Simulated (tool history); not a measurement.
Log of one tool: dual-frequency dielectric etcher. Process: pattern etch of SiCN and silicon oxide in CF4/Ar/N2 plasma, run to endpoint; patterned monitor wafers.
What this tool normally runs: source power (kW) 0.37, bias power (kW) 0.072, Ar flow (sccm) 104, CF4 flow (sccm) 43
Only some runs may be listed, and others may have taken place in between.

run   hour  source power (kW)  bias power (kW)  Ar flow (sccm)  CF4 flow (sccm)  wafers since the last listed run  hours since the last wet clean  hours since the last source power generator calibration  hours since the last bias power generator calibration  hours since the last Ar flow controller change  hours since the last CF4 flow controller change  hours since the last upper electrode change  incoming incoming film thickness, nm  endpoint time (s)
  1      0               0.37             0.08             104               43                                 0                           135.5                                                   2520.3                                                 4546.4                                          2722.5                                           4078.8                                       5415.2                                  13.5               21.7
  2   93.8               0.37             0.08             104               43                              1027                           229.3                                                   2614.1                                                 4640.2                                          2816.3                                           4172.6                                         5509                                 13.47               21.7
  3  137.7               0.37            0.072             111               43                               480                           273.2                                                     2658                                                 4684.1                                          2860.2                                           4216.5                                       5552.9                                 13.45               22.7
  4  228.5               0.37            0.072             111               43                               994                             364                                                   2748.8                                                 4774.9                                            2951                                           4307.3                                       5643.7                                 13.49               22.3
     306.6  -- wet clean of the chamber
  5    335               0.37            0.072             104               43                               903                            28.4                                                   2855.3                                                 4881.4                                          3057.5                                           4413.8                                       5750.2                                 13.54               23.1
  6  396.3               0.37            0.072             104               43                               671                            89.7                                                   2916.6                                                 4942.7                                          3118.8                                           4475.1                                       5811.5                                 13.39               22.7
  7    466               0.37            0.072             104               43                               763                           159.4                                                   2986.3                                                 5012.4                                          3188.5                                           4544.8                                       5881.2                                 13.58                 23
     499.7  -- upper electrode replaced
     500.7  -- Ar flow controller replaced
  8  527.4               0.34            0.072             104               47                               399                           220.8                                                   3047.7                                                 5073.8                                            26.7                                           4606.2                                         27.7                                 13.54               24.7
     605.1  -- bias power generator calibrated
     610.6  -- source power generator calibrated
  9  624.6               0.41            0.072             111               43                               977                             318                                                       14                                                   19.5                                           123.9                                           4703.4                                        124.9                                  13.5               20.1
 10  714.8               0.41            0.072             123               37                               988                           408.2                                                    104.2                                                  109.7                                           214.1                                           4793.6                                        215.1                                  13.6               21.1
     770.3  -- CF4 flow controller replaced
     793.5  -- wet clean of the chamber
 11    794               0.32            0.059             104               34                               547                             0.5                                                    183.4                                                  188.9                                           293.3                                             23.7                                        294.3                                  13.5               30.3
 12  817.5               0.37            0.072             104               43                               257                              24                                                    206.9                                                  212.4                                           316.8                                             47.2                                        317.8                                 13.66                 23
 13  879.6               0.31            0.072             104               52                               680                            86.1                                                      269                                                  274.5                                           378.9                                            109.3                                        379.9                                 13.55               27.1
 14  957.6                0.3            0.067             104               43                               854                           164.1                                                      347                                                  352.5                                           456.9                                            187.3                                        457.9                                 13.57                 29
 15  994.1               0.29             0.09             122               34                               399                           200.6                                                    383.5                                                    389                                           493.4                                            223.8                                        494.4                                 13.55                 28

Consider 5 possible next runs. They are alternatives, not a sequence: every one starts from the tool as it was left by run 15. What does each give?
  A  994.5               0.37            0.072             104               43                                 4                             201                                                    383.9                                                  389.4                                           493.8                                            224.2                                        494.8                                  13.3                  ?
  B  994.5               0.29            0.085             104               46                                 4                             201                                                    383.9                                                  389.4                                           493.8                                            224.2                                        494.8                                  13.3                  ?
  C  994.5               0.33            0.072              94               53                                 4                             201                                                    383.9                                                  389.4                                           493.8                                            224.2                                        494.8                                  13.3                  ?
  D  994.5               0.37            0.088             104               43                                 4                             201                                                    383.9                                                  389.4                                           493.8                                            224.2                                        494.8                                  13.3                  ?
  E  994.5               0.37            0.072              90               43                                 4                             201                                                    383.9                                                  389.4                                           493.8                                            224.2                                        494.8                                  13.3                  ?

run  endpoint time (s)
  A                 22
  B                 27
  C                 24
  D               20.2
  E               21.4
Had the tool no hidden state, the same runs would have come out as:
run  endpoint time (s)
  A               22.7
  B               27.9
  C               24.8
  D               20.9
  E               22.1
